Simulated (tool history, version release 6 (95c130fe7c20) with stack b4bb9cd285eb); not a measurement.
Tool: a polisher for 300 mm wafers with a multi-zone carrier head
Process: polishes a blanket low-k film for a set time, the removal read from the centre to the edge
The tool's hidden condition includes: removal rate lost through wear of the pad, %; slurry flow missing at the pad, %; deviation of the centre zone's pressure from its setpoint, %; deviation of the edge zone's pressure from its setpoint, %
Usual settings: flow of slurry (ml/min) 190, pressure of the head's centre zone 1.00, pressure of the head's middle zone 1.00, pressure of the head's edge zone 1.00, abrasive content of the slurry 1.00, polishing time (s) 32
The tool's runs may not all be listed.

run    hour  flow of slurry (ml/min)  pressure of the head's centre zone  pressure of the head's middle zone  pressure of the head's edge zone  abrasive content of the slurry  polishing time (s)  wafers since the last listed run  wafers polished on this pad  hours since the slurry nozzle was cleaned  hours since the centre zone pressure was calibrated  hours since the edge zone pressure was calibrated  hours since the carrier head's membrane was replaced  incoming thickness of the incoming film, nm  film removed at the wafer's centre (Å)  film removed at mid-radius (Å)  film removed at the wafer's edge (Å)
  1     0.0                      150                                1.00                                1.00                              1.00                            0.90                  32                                 0                         2576                                      158.2                                                472.5                                              411.5                                                1201.5                                        588.9                                      86                              86                                    88
  2    25.6                      150                                1.00                                1.00                              1.00                            0.90                  32                               343                         2919                                      183.8                                                498.1                                              437.1                                                1227.1                                        597.1                                      88                              84                                    87
  3    77.1                      150                                1.00                                1.00                              1.00                            0.90                  32                               690                         3610                                      235.3                                                549.6                                              488.6                                                1278.6                                        591.7                                      87                              85                                    86
       96.4  -- worn pad replaced by a new one
       97.0  -- centre zone pressure recalibrated
  4   123.3                      190                                1.00                                1.00                              1.00                            1.20                  32                               558                          352                                      281.5                                                 26.3                                              534.8                                                1324.8                                        589.9                                     101                              97                                   100
  5   152.3                      190                                1.00                                1.00                              1.00                            1.20                  32                               388                          741                                      310.5                                                 55.3                                              563.8                                                1353.8                                        585.3                                     101                              98                                    99
  6   184.8                      190                                0.96                                1.06                              0.93                            1.00                  22                               435                         1177                                      343.0                                                 87.8                                              596.3                                                1386.3                                        588.6                                      63                              68                                    62
  7   243.9                      190                                1.00                                1.00                              1.00                            1.00                  32                               792                         1970                                      402.1                                                146.9                                              655.4                                                1445.4                                        591.1                                      94                              92                                    94
  8   297.9                      190                                1.00                                1.00                              1.00                            1.00                  32                               724                         2694                                      456.1                                                200.9                                              709.4                                                1499.4                                        598.5                                      94                              92                                    92
  9   327.6                      150                                1.08                                1.00                              0.95                            1.00                  36                               398                         3092                                      485.8                                                230.6                                              739.1                                                1529.1                                        585.4                                     110                             100                                    98
      337.9  -- carrier head's membrane replaced by a new one
      391.7  -- worn pad replaced by a new one
      435.8  -- slurry nozzle cleaned
 10   526.7                      190                                0.88                                1.00                              0.94                            1.00                  32                              2536                         1797                                       90.9                                                429.7                                              938.2                                                 188.8                                        588.4                                      83                              93                                    91
      553.8  -- centre zone pressure recalibrated
 11   582.6                      150                                1.00                                1.00                              1.00                            1.00                  32                               722                         2520                                      146.8                                                 28.8                                              994.1                                                 244.7                                        602.3                                      89                              88                                    90
 12   634.8                      190                                1.00                                1.00                              1.00                            1.00                  32                               700                         3220                                      199.0                                                 81.0                                             1046.3                                                 296.9                                        588.7                                      93                              92                                    92
 13   664.0                      190                                1.00                                1.00                              0.89                            1.00                  32                               391                         3612                                      228.2                                                110.2                                             1075.5                                                 326.1                                        600.1                                      94                              94                                    88
      676.9  -- edge zone pressure recalibrated
 14   698.1                      255                                1.00                                0.93                              1.00                            1.00                  32                               430                         4042                                      262.3                                                144.3                                               21.2                                                 360.2                                        598.2                                      98                              89                                    96
      721.6  -- worn pad replaced by a new one
 15   750.0                      190                                1.00                                1.00                              1.00                            1.00                  32                               642                          381                                      314.2                                                196.2                                               73.1                                                 412.1                                        580.1                                      98                              96                                    95
 16   802.0                      135                                1.00                                1.00                              1.00                            0.85                  38                               697                         1078                                      366.2                                                248.2                                              125.1                                                 464.1                                        582.1                                     102                              99                                   102
 17   850.4                      190                                1.00                                1.00                              1.00                            1.00                  32                               649                         1727                                      414.6                                                296.6                                              173.5                                                 512.5                                        596.2                                      95                              92                                    94
 18   892.8                      210                                1.00                                1.00                              1.00                            0.85                  32                               568                         2296                                      457.0                                                339.0                                              215.9                                                 554.9                                        595.0                                      92                              90                                    90
 19   954.8                      190                                1.00                                1.04                              1.08                            1.25                  32                               831                         3127                                      519.0                                                401.0                                              277.9                                                 616.9                                        581.1                                     100                             102                                   104
 20   992.4                      190                                0.96                                1.00                              1.00                            1.10                  32                               504                         3632                                      556.6                                                438.6                                              315.5                                                 654.5                                        599.4                                      92                              93                                    95
     1021.8  -- worn pad replaced by a new one
 21  1051.0                      240                                1.00                                0.90                              0.96                            1.00                  32                               732                          392                                      615.2                                                497.2                                              374.1                                                 713.1                                        591.7                                     101                              88                                    96

Consider 5 possible next runs. They are alternatives, not a sequence: every one starts from the tool as it was left by run 21. What does each give?
  A  1051.4                      190                                1.00                                1.00                              1.00                            1.00                  32                                 5                          397                                      615.6                                                497.6                                              374.5                                                 713.5                                        580.8                                       ?                               ?                                     ?
  B  1051.4                      190                                1.00                                1.08                              1.00                            1.00                  32                                 5                          397                                      615.6                                                497.6                                              374.5                                                 713.5                                        580.8                                       ?                               ?                                     ?
  C  1051.4                      145                                1.00                                0.91                              0.96                            1.00                  39                                 5                          397                                      615.6                                                497.6                                              374.5                                                 713.5                                        580.8                                       ?                               ?                                     ?
  D  1051.4                      215                                1.09                                1.00                              1.00                            1.10                  40                                 5                          397                                      615.6                                                497.6                                              374.5                                                 713.5                                        580.8                                       ?                               ?                                     ?
  E  1051.4                      135                                1.00                                1.00                              0.94                            1.00                  32                                 5                          397                                      615.6                                                497.6                                              374.5                                                 713.5                                        580.8                                       ?                               ?                                     ?

run  film removed at the wafer's centre (Å)  film removed at mid-radius (Å)  film removed at the wafer's edge (Å)
  A                                      98                              95                                    95
  B                                      98                             101                                    95
  C                                     113                             102                                   110
  D                                     140                             124                                   123
  E                                      91                              89                                    88
Without the tool's unlogged condition, the same runs would have read:
run  film removed at the wafer's centre (Å)  film removed at mid-radius (Å)  film removed at the wafer's edge (Å)
  A                                     100                              96                                    97
  B                                     100                             103                                    97
  C                                     115                             103                                   112
  D                                     142                             126                                   126
  E                                      93                              90                                    90
